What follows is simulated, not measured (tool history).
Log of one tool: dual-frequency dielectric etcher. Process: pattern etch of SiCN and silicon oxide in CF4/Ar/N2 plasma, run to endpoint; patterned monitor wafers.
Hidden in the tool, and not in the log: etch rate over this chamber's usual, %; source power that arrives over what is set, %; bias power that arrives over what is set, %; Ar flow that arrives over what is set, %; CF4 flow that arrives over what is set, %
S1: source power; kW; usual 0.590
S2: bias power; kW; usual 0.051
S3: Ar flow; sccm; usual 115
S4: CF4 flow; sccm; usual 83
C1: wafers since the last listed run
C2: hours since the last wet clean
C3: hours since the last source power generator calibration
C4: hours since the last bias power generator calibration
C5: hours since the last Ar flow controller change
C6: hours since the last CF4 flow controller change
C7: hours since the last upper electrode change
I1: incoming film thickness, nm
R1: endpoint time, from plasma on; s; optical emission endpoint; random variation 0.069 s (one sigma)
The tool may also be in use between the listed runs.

run 1 hour=0.0 | S1=0.480 S2=0.051 S3=115 S4=83 | C1=0 C2=501.1 C3=1318.1 C4=3307.8 C5=1534.6 C6=3077.5 C7=16.8 | I1=12.28 | R1=13.5
-- hour=42.6 bias power generator calibrated
run 2 hour=54.6 | S1=0.590 S2=0.051 S3=115 S4=98 | C1=914 C2=555.7 C3=1372.7 C4=12.0 C5=1589.2 C6=3132.1 C7=71.4 | I1=12.27 | R1=11.7
-- hour=90.6 wet clean of the chamber
run 3 hour=109.8 | S1=0.590 S2=0.051 S3=115 S4=83 | C1=563 C2=19.2 C3=1427.9 C4=67.2 C5=1644.4 C6=3187.3 C7=126.6 | I1=12.33 | R1=11.9
-- hour=164.3 Ar flow controller replaced
run 4 hour=170.9 | S1=0.670 S2=0.058 S3=134 S4=72 | C1=995 C2=80.3 C3=1489.0 C4=128.3 C5=6.6 C6=3248.4 C7=187.7 | I1=12.30 | R1=11.2
run 5 hour=231.4 | S1=0.590 S2=0.051 S3=115 S4=83 | C1=1093 C2=140.8 C3=1549.5 C4=188.8 C5=67.1 C6=3308.9 C7=248.2 | I1=12.16 | R1=11.8
run 6 hour=274.2 | S1=0.520 S2=0.051 S3=115 S4=83 | C1=773 C2=183.6 C3=1592.3 C4=231.6 C5=109.9 C6=3351.7 C7=291.0 | I1=12.51 | R1=13.1
run 7 hour=355.5 | S1=0.590 S2=0.056 S3=88 S4=96 | C1=1469 C2=264.9 C3=1673.6 C4=312.9 C5=191.2 C6=3433.0 C7=372.3 | I1=12.23 | R1=11.1
run 8 hour=427.3 | S1=0.480 S2=0.051 S3=95 S4=83 | C1=1297 C2=336.7 C3=1745.4 C4=384.7 C5=263.0 C6=3504.8 C7=444.1 | I1=12.28 | R1=13.1
run 9 hour=498.5 | S1=0.520 S2=0.064 S3=115 S4=83 | C1=1286 C2=407.9 C3=1816.6 C4=455.9 C5=334.2 C6=3576.0 C7=515.3 | I1=12.30 | R1=12.3
run 10 hour=564.3 | S1=0.590 S2=0.051 S3=115 S4=83 | C1=1189 C2=473.7 C3=1882.4 C4=521.7 C5=400.0 C6=3641.8 C7=581.1 | I1=12.20 | R1=11.8
run 11 hour=615.6 | S1=0.590 S2=0.056 S3=142 S4=83 | C1=927 C2=525.0 C3=1933.7 C4=573.0 C5=451.3 C6=3693.1 C7=632.4 | I1=12.29 | R1=12.1
-- hour=647.3 wet clean of the chamber
run 12 hour=651.0 | S1=0.590 S2=0.051 S3=115 S4=83 | C1=206 C2=3.7 C3=1969.1 C4=608.4 C5=486.7 C6=3728.5 C7=667.8 | I1=12.24 | R1=11.9
run 13 hour=701.5 | S1=0.590 S2=0.042 S3=100 S4=83 | C1=912 C2=54.2 C3=2019.6 C4=658.9 C5=537.2 C6=3779.0 C7=718.3 | I1=12.28 | R1=12.1
run 14 hour=769.3 | S1=0.590 S2=0.051 S3=115 S4=83 | C1=1225 C2=122.0 C3=2087.4 C4=726.7 C5=605.0 C6=3846.8 C7=786.1 | I1=12.32 | R1=11.9
-- hour=823.6 CF4 flow controller replaced
run 15 hour=838.0 | S1=0.590 S2=0.051 S3=115 S4=83 | C1=1133 C2=190.7 C3=2156.1 C4=795.4 C5=673.7 C6=14.4 C7=854.8 | I1=12.37 | R1=11.9
-- hour=874.6 source power generator calibrated
run 16 hour=981.2 | S1=0.590 S2=0.063 S3=115 S4=91 | C1=2516 C2=333.9 C3=106.6 C4=938.6 C5=816.9 C6=157.6 C7=998.0 | I1=12.25 | R1=11.7
run 17 hour=1033.2 | S1=0.590 S2=0.058 S3=97 S4=83 | C1=939 C2=385.9 C3=158.6 C4=990.6 C5=868.9 C6=209.6 C7=1050.0 | I1=12.21 | R1=11.6
run 18 hour=1092.8 | S1=0.590 S2=0.051 S3=123 S4=83 | C1=1077 C2=445.5 C3=218.2 C4=1050.2 C5=928.5 C6=269.2 C7=1109.6 | I1=12.14 | R1=12.1
run 19 hour=1144.8 | S1=0.590 S2=0.051 S3=115 S4=73 | C1=939 C2=497.5 C3=270.2 C4=1102.2 C5=980.5 C6=321.2 C7=1161.6 | I1=12.36 | R1=12.4
-- hour=1202.7 wet clean of the chamber
run 20 hour=1203.2 | S1=0.730 S2=0.062 S3=115 S4=83 | C1=621 C2=0.5 C3=328.6 C4=1160.6 C5=1038.9 C6=379.6 C7=1220.0 | I1=12.32 | R1=10.4
run 21 hour=1272.8 | S1=0.660 S2=0.048 S3=92 S4=104 | C1=1258 C2=70.1 C3=398.2 C4=1230.2 C5=1108.5 C6=449.2 C7=1289.6 | I1=12.32 | R1=10.8
run 22 hour=1322.5 | S1=0.590 S2=0.051 S3=115 S4=64 | C1=898 C2=119.8 C3=447.9 C4=1279.9 C5=1158.2 C6=498.9 C7=1339.3 | I1=12.20 | R1=12.4
run 23 hour=1349.5 | S1=0.450 S2=0.047 S3=104 S4=101 | C1=488 C2=146.8 C3=474.9 C4=1306.9 C5=1185.2 C6=525.9 C7=1366.3 | I1=12.31 | R1=13.7
run 24 hour=1406.1 | S1=0.590 S2=0.051 S3=105 S4=70 | C1=1023 C2=203.4 C3=531.5 C4=1363.5 C5=1241.8 C6=582.5 C7=1422.9 | I1=12.34 | R1=12.2

Forecast each of these 4 alternatives for the next run:
run A hour=1406.5 | S1=0.590 S2=0.051 S3=104 S4=83 | C1=7 C2=203.8 C3=531.9 C4=1363.9 C5=1242.2 C6=582.9 C7=1423.3 | I1=12.32 | R1=?
run B hour=1406.5 | S1=0.460 S2=0.061 S3=137 S4=70 | C1=7 C2=203.8 C3=531.9 C4=1363.9 C5=1242.2 C6=582.9 C7=1423.3 | I1=12.32 | R1=?
run C hour=1406.5 | S1=0.540 S2=0.048 S3=103 S4=99 | C1=7 C2=203.8 C3=531.9 C4=1363.9 C5=1242.2 C6=582.9 C7=1423.3 | I1=12.32 | R1=?
run D hour=1406.5 | S1=0.590 S2=0.051 S3=105 S4=83 | C1=7 C2=203.8 C3=531.9 C4=1363.9 C5=1242.2 C6=582.9 C7=1423.3 | I1=12.32 | R1=?

run=A R1=12.0
run=B R1=14.2
run=C R1=12.4
run=D R1=12.0
Without the tool's hidden state the same runs would have given:
run=A R1=12.1
run=B R1=14.3
run=C R1=12.6
run=D R1=12.1
